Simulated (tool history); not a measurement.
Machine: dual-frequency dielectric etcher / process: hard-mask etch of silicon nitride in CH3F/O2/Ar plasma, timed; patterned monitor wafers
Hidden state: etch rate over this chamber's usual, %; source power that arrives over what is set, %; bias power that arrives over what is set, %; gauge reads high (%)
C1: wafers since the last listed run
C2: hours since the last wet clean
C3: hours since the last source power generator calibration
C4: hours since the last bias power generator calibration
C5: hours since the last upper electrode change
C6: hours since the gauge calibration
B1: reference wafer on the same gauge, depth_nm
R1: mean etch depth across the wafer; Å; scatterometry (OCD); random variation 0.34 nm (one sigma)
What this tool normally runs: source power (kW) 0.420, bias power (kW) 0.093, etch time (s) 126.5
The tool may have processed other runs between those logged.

{"run": 1, "hour": 0.0, "source power (kW)": 0.42, "bias power (kW)": 0.093, "etch time (s)": 116.0, "C1": 0, "C2": 255.6, "C3": 3136.9, "C4": 4222.1, "C5": 2799.2, "C6": 2189.9, "B1": 86.3, "R1": 915}
{"run": 2, "hour": 36.9, "source power (kW)": 0.39, "bias power (kW)": 0.093, "etch time (s)": 144.0, "C1": 284, "C2": 292.5, "C3": 3173.8, "C4": 4259.0, "C5": 2836.1, "C6": 2226.8, "B1": 86.2, "R1": 1091}
{"hour": 106.2, "done": "upper electrode replaced"}
{"run": 3, "hour": 117.3, "source power (kW)": 0.39, "bias power (kW)": 0.093, "etch time (s)": 144.0, "C1": 435, "C2": 372.9, "C3": 3254.2, "C4": 4339.4, "C5": 11.1, "C6": 2307.2, "B1": 86.2, "R1": 1090}
{"hour": 173.0, "done": "gauge calibrated"}
{"run": 4, "hour": 193.9, "source power (kW)": 0.42, "bias power (kW)": 0.084, "etch time (s)": 126.5, "C1": 591, "C2": 449.5, "C3": 3330.8, "C4": 4416.0, "C5": 87.7, "C6": 20.9, "B1": 86.2, "R1": 969}
{"run": 5, "hour": 266.3, "source power (kW)": 0.42, "bias power (kW)": 0.084, "etch time (s)": 126.5, "C1": 558, "C2": 521.9, "C3": 3403.2, "C4": 4488.4, "C5": 160.1, "C6": 93.3, "B1": 86.1, "R1": 976}
{"run": 6, "hour": 324.5, "source power (kW)": 0.42, "bias power (kW)": 0.084, "etch time (s)": 126.5, "C1": 449, "C2": 580.1, "C3": 3461.4, "C4": 4546.6, "C5": 218.3, "C6": 151.5, "B1": 86.2, "R1": 971}
{"run": 7, "hour": 368.4, "source power (kW)": 0.42, "bias power (kW)": 0.093, "etch time (s)": 145.0, "C1": 338, "C2": 624.0, "C3": 3505.3, "C4": 4590.5, "C5": 262.2, "C6": 195.4, "B1": 86.3, "R1": 1147}
{"run": 8, "hour": 413.3, "source power (kW)": 0.38, "bias power (kW)": 0.107, "etch time (s)": 155.0, "C1": 346, "C2": 668.9, "C3": 3550.2, "C4": 4635.4, "C5": 307.1, "C6": 240.3, "B1": 86.2, "R1": 1202}
{"hour": 459.9, "done": "wet clean of the chamber"}
{"run": 9, "hour": 460.4, "source power (kW)": 0.42, "bias power (kW)": 0.093, "etch time (s)": 161.5, "C1": 178, "C2": 0.5, "C3": 3597.3, "C4": 4682.5, "C5": 354.2, "C6": 287.4, "B1": 86.2, "R1": 1271}
{"run": 10, "hour": 556.8, "source power (kW)": 0.47, "bias power (kW)": 0.078, "etch time (s)": 115.0, "C1": 744, "C2": 96.9, "C3": 3693.7, "C4": 4778.9, "C5": 450.6, "C6": 383.8, "B1": 86.2, "R1": 922}
{"hour": 621.7, "done": "source power generator calibrated"}
{"run": 11, "hour": 717.3, "source power (kW)": 0.42, "bias power (kW)": 0.086, "etch time (s)": 126.5, "C1": 1208, "C2": 257.4, "C3": 95.6, "C4": 4939.4, "C5": 611.1, "C6": 544.3, "B1": 86.3, "R1": 970}
{"run": 12, "hour": 810.0, "source power (kW)": 0.42, "bias power (kW)": 0.093, "etch time (s)": 126.5, "C1": 715, "C2": 350.1, "C3": 188.3, "C4": 5032.1, "C5": 703.8, "C6": 637.0, "B1": 86.2, "R1": 997}
{"run": 13, "hour": 904.2, "source power (kW)": 0.38, "bias power (kW)": 0.08, "etch time (s)": 126.5, "C1": 727, "C2": 444.3, "C3": 282.5, "C4": 5126.3, "C5": 798.0, "C6": 731.2, "B1": 86.2, "R1": 906}
{"run": 14, "hour": 948.7, "source power (kW)": 0.42, "bias power (kW)": 0.084, "etch time (s)": 126.5, "C1": 343, "C2": 488.8, "C3": 327.0, "C4": 5170.8, "C5": 842.5, "C6": 775.7, "B1": 86.2, "R1": 963}
{"run": 15, "hour": 1015.9, "source power (kW)": 0.34, "bias power (kW)": 0.078, "etch time (s)": 115.0, "C1": 518, "C2": 556.0, "C3": 394.2, "C4": 5238.0, "C5": 909.7, "C6": 842.9, "B1": 86.1, "R1": 767}
{"run": 16, "hour": 1081.1, "source power (kW)": 0.48, "bias power (kW)": 0.093, "etch time (s)": 126.5, "C1": 503, "C2": 621.2, "C3": 459.4, "C4": 5303.2, "C5": 974.9, "C6": 908.1, "B1": 86.2, "R1": 1065}
{"hour": 1137.6, "done": "bias power generator calibrated"}
{"run": 17, "hour": 1175.4, "source power (kW)": 0.42, "bias power (kW)": 0.093, "etch time (s)": 126.5, "C1": 697, "C2": 715.5, "C3": 553.7, "C4": 37.8, "C5": 1069.2, "C6": 1002.4, "B1": 86.2, "R1": 993}
{"hour": 1263.9, "done": "wet clean of the chamber"}
{"run": 18, "hour": 1264.4, "source power (kW)": 0.49, "bias power (kW)": 0.072, "etch time (s)": 116.0, "C1": 501, "C2": 0.5, "C3": 642.7, "C4": 126.8, "C5": 1158.2, "C6": 1091.4, "B1": 86.2, "R1": 929}
{"run": 19, "hour": 1292.6, "source power (kW)": 0.36, "bias power (kW)": 0.093, "etch time (s)": 126.5, "C1": 217, "C2": 28.7, "C3": 670.9, "C4": 155.0, "C5": 1186.4, "C6": 1119.6, "B1": 86.1, "R1": 915}
{"run": 20, "hour": 1351.5, "source power (kW)": 0.5, "bias power (kW)": 0.084, "etch time (s)": 161.5, "C1": 454, "C2": 87.6, "C3": 729.8, "C4": 213.9, "C5": 1245.3, "C6": 1178.5, "B1": 86.2, "R1": 1348}
{"run": 21, "hour": 1441.7, "source power (kW)": 0.42, "bias power (kW)": 0.085, "etch time (s)": 126.5, "C1": 696, "C2": 177.8, "C3": 820.0, "C4": 304.1, "C5": 1335.5, "C6": 1268.7, "B1": 86.2, "R1": 973}
{"run": 22, "hour": 1528.6, "source power (kW)": 0.42, "bias power (kW)": 0.093, "etch time (s)": 126.5, "C1": 670, "C2": 264.7, "C3": 906.9, "C4": 391.0, "C5": 1422.4, "C6": 1355.6, "B1": 86.2, "R1": 998}
{"run": 23, "hour": 1824.3, "source power (kW)": 0.38, "bias power (kW)": 0.111, "etch time (s)": 152.0, "C1": 2282, "C2": 560.4, "C3": 1202.6, "C4": 686.7, "C5": 1718.1, "C6": 1651.3, "B1": 86.2, "R1": 1194}
{"run": 24, "hour": 1894.9, "source power (kW)": 0.51, "bias power (kW)": 0.11, "etch time (s)": 162.0, "C1": 545, "C2": 631.0, "C3": 1273.2, "C4": 757.3, "C5": 1788.7, "C6": 1721.9, "B1": 86.2, "R1": 1479}
{"run": 25, "hour": 1976.2, "source power (kW)": 0.42, "bias power (kW)": 0.093, "etch time (s)": 126.5, "C1": 627, "C2": 712.3, "C3": 1354.5, "C4": 838.6, "C5": 1870.0, "C6": 1803.2, "B1": 86.2, "R1": 1001}
{"hour": 2087.7, "done": "wet clean of the chamber"}
{"run": 26, "hour": 2118.8, "source power (kW)": 0.45, "bias power (kW)": 0.093, "etch time (s)": 126.5, "C1": 915, "C2": 31.1, "C3": 1497.1, "C4": 981.2, "C5": 2012.6, "C6": 1945.8, "B1": 86.2, "R1": 1034}
{"run": 27, "hour": 2227.9, "source power (kW)": 0.42, "bias power (kW)": 0.11, "etch time (s)": 162.5, "C1": 842, "C2": 140.2, "C3": 1606.2, "C4": 1090.3, "C5": 2121.7, "C6": 2054.9, "B1": 86.2, "R1": 1352}
{"run": 28, "hour": 2281.2, "source power (kW)": 0.42, "bias power (kW)": 0.093, "etch time (s)": 145.0, "C1": 411, "C2": 193.5, "C3": 1659.5, "C4": 1143.6, "C5": 2175.0, "C6": 2108.2, "B1": 86.2, "R1": 1141}
{"run": 29, "hour": 2321.3, "source power (kW)": 0.42, "bias power (kW)": 0.093, "etch time (s)": 126.5, "C1": 309, "C2": 233.6, "C3": 1699.6, "C4": 1183.7, "C5": 2215.1, "C6": 2148.3, "B1": 86.1, "R1": 1000}

Take each entry between the runs: how does the hidden state at the last listed run before it differ from the hidden state at the first listed run after it?
Between runs 2 and 3: upper electrode replaced (hour 106.2)
  no difference in the tool's unlogged condition between these two runs
Between runs 3 and 4: gauge calibrated (hour 173.0)
  no difference in the tool's unlogged condition between these two runs
Between runs 8 and 9: wet clean of the chamber (hour 459.9)
  no difference in the tool's unlogged condition between these two runs
Between runs 10 and 11: source power generator calibrated (hour 621.7)
  no difference in the tool's unlogged condition between these two runs
Between runs 16 and 17: bias power generator calibrated (hour 1137.6)
  no difference in the tool's unlogged condition between these two runs
Between runs 17 and 18: wet clean of the chamber (hour 1263.9)
  no difference in the tool's unlogged condition between these two runs
Between runs 25 and 26: wet clean of the chamber (hour 2087.7)
  no difference in the tool's unlogged condition between these two runs

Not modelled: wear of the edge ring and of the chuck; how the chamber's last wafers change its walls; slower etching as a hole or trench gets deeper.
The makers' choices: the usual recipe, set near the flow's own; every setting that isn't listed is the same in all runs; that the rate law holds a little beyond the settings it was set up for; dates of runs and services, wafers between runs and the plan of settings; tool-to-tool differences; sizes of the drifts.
